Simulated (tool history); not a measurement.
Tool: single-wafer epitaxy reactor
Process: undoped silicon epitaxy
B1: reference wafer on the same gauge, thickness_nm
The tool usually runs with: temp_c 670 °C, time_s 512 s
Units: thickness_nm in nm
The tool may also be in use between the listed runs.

Run 1, day 0: usual settings; B1 153.013. Result: thickness_nm 139.019 nm.
Run 2, day 2.825: usual settings; B1 153.089. Result: thickness_nm 137.943 nm.
Run 3, day 4.667: usual settings; B1 153.032. Result: thickness_nm 139.051 nm.
Run 4, day 6.904: usual settings; B1 152.855. Result: thickness_nm 139.528 nm.
Run 5, day 10.692: usual settings; B1 153.055. Result: thickness_nm 139.979 nm.
Run 6, day 12.204: usual settings; B1 152.952. Result: thickness_nm 138.486 nm.
Run 7, day 13.888: usual settings but time_s 584 s; B1 152.944. Result: thickness_nm 159.732 nm.
Run 8, day 17.292: usual settings but time_s 584 s; B1 152.765. Result: thickness_nm 158.757 nm.
Run 9, day 19.933: usual settings but time_s 584 s; B1 152.905. Result: thickness_nm 158.882 nm.
Run 10, day 28.492: usual settings but temp_c 679 °C; B1 152.942. Result: thickness_nm 166.507 nm.
Run 11, day 30.104: usual settings but temp_c 679 °C; B1 153.012. Result: thickness_nm 165.844 nm.
Run 12, day 34.233: usual settings but temp_c 679 °C; B1 153.087. Result: thickness_nm 166.067 nm.
Run 13, day 36.95: usual settings but time_s 563 s; B1 152.942. Result: thickness_nm 157.069 nm.
Run 14, day 40.546: usual settings but temp_c 683 °C; B1 153.057. Result: thickness_nm 180.772 nm.
At day 43.329: gauge calibrated.
Run 15, day 44.133: usual settings but temp_c 655 °C, time_s 543 s; B1 152.857. Result: thickness_nm 114.192 nm.
Run 16, day 46.342: usual settings but temp_c 660 °C, time_s 546 s; B1 152.933. Result: thickness_nm 126.947 nm.
Run 17, day 49.383: usual settings but temp_c 663 °C, time_s 466 s; B1 152.936. Result: thickness_nm 113.458 nm.
Run 18, day 51.546: usual settings; B1 152.997. Result: thickness_nm 143.182 nm.
At day 53.171: pyrometer calibrated.
Run 19, day 55.6: usual settings but temp_c 680 °C; B1 152.85. Result: thickness_nm 163.83 nm.
Run 20, day 67.179: usual settings; B1 152.875. Result: thickness_nm 136.891 nm.
Run 21, day 71.533: usual settings but temp_c 665 °C, time_s 421 s; B1 153.001. Result: thickness_nm 102.747 nm.
Run 22, day 73.838: usual settings; B1 152.909. Result: thickness_nm 137.001 nm.
Run 23, day 76.9: usual settings but temp_c 675 °C, time_s 461 s; B1 152.866. Result: thickness_nm 135.453 nm.
Run 24, day 80.638: usual settings but temp_c 679 °C; B1 153.184. Result: thickness_nm 161.388 nm.
Run 25, day 84.371: usual settings but temp_c 660 °C; B1 152.957. Result: thickness_nm 115.415 nm.
Run 26, day 87.162: usual settings; B1 152.936. Result: thickness_nm 139.099 nm.
Run 27, day 91.042: usual settings but temp_c 682 °C, time_s 558 s; B1 152.87. Result: thickness_nm 189.382 nm.

Forecast each of these 3 alternatives for the next run:
Run A, day 91.062: usual settings but time_s 429 s; B1 ?. Result: thickness_nm ?.
Run B, day 91.062: usual settings but temp_c 682 °C, time_s 457 s; B1 ?. Result: thickness_nm ?.
Run C, day 91.062: usual settings but time_s 420 s; B1 ?. Result: thickness_nm ?.

run      B1  thickness_nm
  A  153.04       115.053
  B  153.04       152.337
  C  153.04       112.639
The same runs, with their run-to-run variation unchanged, on a tool lacking any hidden condition would have given:
run  thickness_nm
  A       112.417
  B       148.923
  C       110.059
